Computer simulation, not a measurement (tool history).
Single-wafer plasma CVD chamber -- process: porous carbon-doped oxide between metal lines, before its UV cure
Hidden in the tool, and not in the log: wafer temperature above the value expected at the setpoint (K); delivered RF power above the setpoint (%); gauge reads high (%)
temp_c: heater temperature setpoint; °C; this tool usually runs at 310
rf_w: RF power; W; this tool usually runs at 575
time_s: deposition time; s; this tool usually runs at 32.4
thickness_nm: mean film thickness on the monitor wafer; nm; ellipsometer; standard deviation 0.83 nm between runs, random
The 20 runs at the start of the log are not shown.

run,hour,temp_c,rf_w,time_s,wafers since the last listed run,hours since the last thermocouple change,hours since the last RF generator calibration,hours since the showerhead was replaced,hours since the gauge calibration,"read-back reference wafer on the same gauge, thickness_nm",thickness_nm
21,810.4,298,615,34.4,1650,2010.8,376.5,3212.9,702.5,138.922,188.96
22,867.6,310,575,32.4,2048,2068,433.7,3270.1,759.7,138.846,160.622
23,934.3,323,635,29.4,2388,2134.7,500.4,3336.8,826.4,139.167,141.175
24,961.8,310,575,32.4,984,2162.2,527.9,3364.3,853.9,139.031,161.11
25,1025.6,321,540,35.4,2284,2226,591.7,3428.1,917.7,139.065,160.543
# hour 1055.1: gauge calibrated
# hour 1061.6: thermocouple changed; heater temperature recalibrated
26,1062.1,317,475,37.7,1020,0.5,628.2,3464.6,7,138.853,169.364
27,1105.2,310,575,32.4,1543,43.6,671.3,3507.7,50.1,138.827,167.102
# hour 1138: showerhead replaced
28,1138.5,296,525,27.7,905,76.9,704.6,0.5,83.4,138.753,149.531
29,1177.2,310,575,32.4,1385,115.6,743.3,39.2,122.1,138.837,165.631
30,1235.9,297,575,32.4,2102,174.3,802,97.9,180.8,139.079,180.887
31,1304,310,575,32.4,2438,242.4,870.1,166,248.9,138.976,166.644
32,1340.7,310,575,32.4,1314,279.1,906.8,202.7,285.6,138.924,165.945
33,1396.3,310,500,36,1991,334.7,962.4,258.3,341.2,139.023,172.923
34,1453.1,310,640,32.4,2034,391.5,1019.2,315.1,398,139.284,172.98

What if the next run were any one of these 4? Each begins from the tool's condition after run 34:
A,1453.5,310,575,32.4,14,391.9,1019.6,315.5,398.4,?,?
B,1453.5,317,655,32.4,14,391.9,1019.6,315.5,398.4,?,?
C,1453.5,324,510,34.3,14,391.9,1019.6,315.5,398.4,?,?
D,1453.5,322,575,26.1,14,391.9,1019.6,315.5,398.4,?,?

run,"read-back reference wafer on the same gauge, thickness_nm",thickness_nm
A,138.972,165.589
B,138.972,168.321
C,138.972,153.176
D,138.972,125.164
With the hidden condition removed and each run's random variation left untouched, the same runs would have given:
run,thickness_nm
A,166.722
B,169.475
C,154.251
D,126.023
